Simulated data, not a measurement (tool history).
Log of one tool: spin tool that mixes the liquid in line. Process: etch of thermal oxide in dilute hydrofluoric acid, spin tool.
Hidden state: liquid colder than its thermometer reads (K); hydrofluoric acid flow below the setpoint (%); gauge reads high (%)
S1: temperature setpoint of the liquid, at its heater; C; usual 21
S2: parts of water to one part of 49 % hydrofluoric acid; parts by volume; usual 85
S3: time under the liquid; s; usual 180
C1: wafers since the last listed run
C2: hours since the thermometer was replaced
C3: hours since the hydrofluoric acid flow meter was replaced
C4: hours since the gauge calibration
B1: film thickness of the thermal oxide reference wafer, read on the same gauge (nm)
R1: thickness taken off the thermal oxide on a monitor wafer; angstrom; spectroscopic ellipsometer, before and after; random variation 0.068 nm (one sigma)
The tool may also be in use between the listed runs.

run,day,S1,S2,S3,C1,C2,C3,C4,B1,R1
1,0,21,85,180,0,650.1,633.6,477.5,51.34,91.4
2,1.883,24.5,85,180,368,695.3,678.8,522.7,51.36,103.5
3,4.808,24.5,85,180,571,765.5,749,592.9,51.44,105.2
4,7.188,24.5,85,180,464,822.6,806.1,650,51.49,105.1
5,9.783,21,85,180,507,884.9,868.4,712.3,51.51,89.9
6,12.596,21,85,180,549,952.4,935.9,779.8,51.56,91
7,14.571,21,85,180,385,999.8,983.3,827.2,51.58,91.4
8,17.438,21,85,180,560,1068.6,1052.1,896,51.58,91
9,18.654,21,85,180,237,1097.8,1081.3,925.2,51.59,91.9
10,21.525,21,85,155,561,1166.7,1150.2,994.1,51.61,79.6
11,23.312,21,85,155,349,1209.6,1193.1,1037,51.6,79
12,25.996,21,85,180,524,1274,1257.5,1101.4,51.62,91.4
# day 26.842: gauge calibrated
13,27.304,21,85,180,255,1305.4,1288.9,11.1,50.04,88.9
14,28.667,21,85,180,266,1338.1,1321.6,43.8,50.21,89.6
15,30.258,24.5,65,210,311,1376.3,1359.8,82,50.42,162.3
16,31.758,21,85,180,293,1412.3,1395.8,118,50.6,89.9
17,33.354,21,85,180,311,1450.6,1434.1,156.3,50.71,89.3
18,35.642,17,85,70,447,1505.5,1489,211.2,50.9,29.7
19,36.933,21,85,95,252,1536.5,1520,242.2,50.95,47.2
20,38.304,23,85,180,267,1569.4,1552.9,275.1,51.06,98.1
# day 38.496: thermometer replaced
21,40.196,25.5,85,180,361,40.8,1598.3,320.5,51.18,107.5
# day 40.438: hydrofluoric acid flow meter replaced
22,42.808,25.5,85,260,502,103.5,56.9,383.2,51.21,157.8
23,45.067,21,85,180,441,157.7,111.1,437.4,51.36,91.5
24,48.904,18,85,180,750,249.8,203.2,529.5,51.45,80.3
25,50.833,17,85,70,377,296.1,249.5,575.8,51.48,30
26,53.025,21,85,250,428,348.7,302.1,628.4,51.56,128.7

3 ways to go on from here, each from the tool as it stands after run 26. What would each give?
A,53.046,21,85,210,4,349.2,302.6,628.9,?,?
B,53.046,21,85,85,4,349.2,302.6,628.9,?,?
C,53.046,21,55,225,4,349.2,302.6,628.9,?,?

run,B1,R1
A,51.59,107.9
B,51.59,43.7
C,51.59,185.2
Without the tool's hidden state the same runs would have given:
run,R1
A,104.6
B,42.4
C,179.6
